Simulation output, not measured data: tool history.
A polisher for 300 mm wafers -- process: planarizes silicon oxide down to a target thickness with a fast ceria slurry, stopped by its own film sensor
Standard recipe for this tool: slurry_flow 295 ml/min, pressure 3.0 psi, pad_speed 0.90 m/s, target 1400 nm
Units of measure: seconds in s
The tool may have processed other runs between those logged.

run     day  slurry_flow  pressure  pad_speed  target  incoming thickness of the incoming film, nm  seconds
  1   0.000          295       3.0       0.90    1400                                       2525.8     74.7
  2   0.621          295       3.0       0.90    1400                                       2537.0     75.2
  3   1.167          295       3.0       0.90    1400                                       2541.0     77.0
  4   1.733          295       3.0       0.90    1400                                       2510.3     75.3
  5   2.750          295       3.0       0.90    1400                                       2582.5     79.0
      3.554  -- worn pad replaced by a new one
  6   3.575          295       3.0       0.90    1400                                       2527.2     70.4
      5.000  -- slurry nozzle cleaned
  7   6.396          295       3.0       0.90    1400                                       2550.9     75.7
  8   7.079          295       3.0       0.90    1639                                       2539.2     61.0
  9   7.779          295       3.0       0.90    1639                                       2555.4     61.1
 10   8.825          295       3.0       0.90    1400                                       2570.0     79.6
 11   9.504          295       3.0       0.90    1400                                       2534.0     78.8
      9.771  -- worn pad replaced by a new one
 12  10.279          295       3.0       0.90    1400                                       2530.1     73.3
 13  14.608          270       3.0       0.90    1400                                       2519.8     78.1
 14  15.288          295       3.0       0.58    1546                                       2544.2    105.9
     15.633  -- head pressure recalibrated
     16.217  -- worn pad replaced by a new one
 15  16.488          295       3.0       0.90    1400                                       2483.0     65.4
 16  17.904          295       3.4       0.90    1400                                       2579.0     68.1
 17  19.292          260       4.0       1.16    1512                                       2507.4     40.8
 18  20.192          345       3.8       0.70    1528                                       2519.3     68.3
 19  21.417          295       3.0       1.10    1400                                       2537.3     61.9
 20  22.700          380       2.2       0.78    1251                                       2528.5    122.3
     22.825  -- slurry nozzle cleaned
     23.167  -- worn pad replaced by a new one
 21  23.846          295       3.0       0.90    1400                                       2528.2     71.4
 22  24.725          400       3.0       1.10    1400                                       2498.6     57.2
 23  25.538          195       2.3       0.90    1400                                       2562.7     96.2
 24  26.892          205       2.6       0.82    1400                                       2532.3     96.8
 25  27.838          295       3.0       0.90    1400                                       2539.1     76.9
     28.408  -- worn pad replaced by a new one
 26  28.938          295       3.4       1.22    1400                                       2558.3     49.4
 27  30.321          360       3.0       0.90    1102                                       2558.7     95.3

Predict each of these 5 candidate next runs independently; none follows another, all start after run 27:
  A  30.338          230       3.0       0.90    1400                                       2581.2        ?
  B  30.338          295       3.0       0.60    1163                                       2581.2        ?
  C  30.338          355       3.0       0.90    1400                                       2581.2        ?
  D  30.338          295       3.0       1.00    1400                                       2581.2        ?
  E  30.338          295       3.9       1.22    1252                                       2581.2        ?

run  seconds
  A     78.8
  B    138.0
  C     75.3
  D     68.9
  E     51.7
Without the tool's hidden state the same runs would have given:
run  seconds
  A     70.5
  B    123.3
  C     67.3
  D     61.6
  E     46.2
